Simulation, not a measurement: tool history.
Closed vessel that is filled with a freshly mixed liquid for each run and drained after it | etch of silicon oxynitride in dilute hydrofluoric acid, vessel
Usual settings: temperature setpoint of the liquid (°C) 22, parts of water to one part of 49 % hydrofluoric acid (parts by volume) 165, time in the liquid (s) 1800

run,day,temperature setpoint of the liquid (°C),parts of water to one part of 49 % hydrofluoric acid (parts by volume),time in the liquid (s),"read-back film thickness of the silicon oxynitride reference wafer, read on the same gauge (nm)",thickness taken off the silicon oxynitride on a monitor wafer (Å)
1,0,22,195,1800,109.97,163.1
# day 2.604: thermometer replaced
2,3.462,22,195,1800,109.99,164.8
3,7.683,22,165,1800,110.03,199.6
4,11.146,22,165,1800,109.99,198.4
5,14.846,22,165,1800,110.06,198.1
6,16.6,22,165,1800,109.99,198.6
7,20.992,22,165,1800,110.02,198
8,25.421,22,165,1800,109.99,196.9
9,29.083,18.5,165,1800,109.95,166.1
10,30.746,18.5,165,1800,110.02,166.1
11,34.617,22,165,1800,110.01,196.4
12,36.512,22,165,1800,109.97,196.4
13,38.179,22,165,1800,109.99,195.2
14,40.175,22,165,1800,109.99,195.3
15,43.412,22,165,1800,110.02,195.3
# day 45.817: thermometer replaced
# day 46.192: hydrofluoric acid flow meter replaced
16,56.754,26.5,235,2835,110.02,254
17,60.512,22,165,1800,109.98,198.5
18,64.788,25,95,760,110.02,176.7
19,67.546,22,110,1110,109.99,191

The next listed run, before its measurement:
# day 71.258: gauge calibrated
20,71.417,23.5,125,1800,?,?

{"run 20": {"read-back film thickness of the silicon oxynitride reference wafer, read on the same gauge (nm)": 110, "thickness taken off the silicon oxynitride on a monitor wafer (Å)": 287.7}}
Without the tool's hidden state the same run would have given thickness taken off the silicon oxynitride on a monitor wafer (Å) 291.9.
